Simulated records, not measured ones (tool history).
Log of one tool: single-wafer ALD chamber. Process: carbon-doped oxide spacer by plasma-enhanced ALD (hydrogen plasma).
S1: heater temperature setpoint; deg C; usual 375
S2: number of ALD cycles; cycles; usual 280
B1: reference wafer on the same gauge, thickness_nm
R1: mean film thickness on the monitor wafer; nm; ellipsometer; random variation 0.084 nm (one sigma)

Run 1, hour 0: usual settings but S2 309 cycles; B1 12.884. Result: R1 15.676 nm.
Run 2, hour 12.6: usual settings but S2 309 cycles; B1 12.887. Result: R1 15.662 nm.
Run 3, hour 27.4: usual settings but S1 368 deg C; B1 12.903. Result: R1 14.309 nm.
Run 4, hour 45.8: usual settings but S1 368 deg C; B1 12.909. Result: R1 14.242 nm.
Run 5, hour 55.2: usual settings but S2 300 cycles; B1 12.894. Result: R1 15.196 nm.
Run 6, hour 63.7: usual settings but S2 300 cycles; B1 12.869. Result: R1 15.252 nm.
Run 7, hour 77.4: usual settings but S2 300 cycles; B1 12.901. Result: R1 15.38 nm.
Run 8, hour 96.7: usual settings but S1 370 deg C; B1 12.865. Result: R1 14.199 nm.
Run 9, hour 108.3: usual settings but S1 370 deg C; B1 12.89. Result: R1 14.31 nm.
Run 10, hour 121.3: usual settings but S1 370 deg C; B1 12.922. Result: R1 14.19 nm.
Run 11, hour 166.3: usual settings; B1 12.88. Result: R1 14.128 nm.
Run 12, hour 175: usual settings but S1 381 deg C; B1 12.911. Result: R1 14.106 nm.
Run 13, hour 183.2: usual settings but S1 381 deg C; B1 12.899. Result: R1 14.139 nm.
Run 14, hour 195.8: usual settings; B1 12.901. Result: R1 14.228 nm.
Run 15, hour 204.9: usual settings; B1 12.896. Result: R1 14.209 nm.
Run 16, hour 217.3: usual settings but S2 235 cycles; B1 12.916. Result: R1 11.787 nm.
Run 17, hour 228.7: usual settings but S1 383 deg C, S2 306 cycles; B1 12.901. Result: R1 15.589 nm.
Run 18, hour 242.9: usual settings but S1 379 deg C; B1 12.883. Result: R1 14.276 nm.
Run 19, hour 248.9: usual settings but S1 364 deg C; B1 12.898. Result: R1 14.148 nm.
Run 20, hour 262.9: usual settings but S1 379 deg C, S2 311 cycles; B1 12.908. Result: R1 15.759 nm.
Run 21, hour 314.7: usual settings but S1 363 deg C, S2 335 cycles; B1 12.87. Result: R1 16.817 nm.
Run 22, hour 327.7: usual settings; B1 12.89. Result: R1 14.108 nm.
Run 23, hour 343: usual settings; B1 12.945. Result: R1 14.339 nm.
Run 24, hour 353.8: usual settings but S1 387 deg C, S2 304 cycles; B1 12.921. Result: R1 15.484 nm.
Run 25, hour 365.1: usual settings; B1 12.888. Result: R1 14.274 nm.
Run 26, hour 372.5: usual settings but S1 390 deg C, S2 299 cycles; B1 12.886. Result: R1 15.153 nm.
Run 27, hour 381.9: usual settings but S2 250 cycles; B1 12.89. Result: R1 12.713 nm.
Run 28, hour 409.1: usual settings but S2 251 cycles; B1 12.893. Result: R1 12.729 nm.
Run 29, hour 419.1: usual settings but S2 327 cycles; B1 12.877. Result: R1 16.618 nm.
Run 30, hour 436.6: usual settings but S1 368 deg C, S2 330 cycles; B1 12.894. Result: R1 16.721 nm.

Taken out of this log: 2 entries between the listed runs. Where each belongs, and how the hidden state differs across it:
Between runs 10 and 11: thermocouple changed; heater temperature recalibrated (hour 165.8)
  no hidden state differs between the two runs
Between runs 17 and 18: gauge calibrated (hour 237.1)
  no hidden state differs between the two runs

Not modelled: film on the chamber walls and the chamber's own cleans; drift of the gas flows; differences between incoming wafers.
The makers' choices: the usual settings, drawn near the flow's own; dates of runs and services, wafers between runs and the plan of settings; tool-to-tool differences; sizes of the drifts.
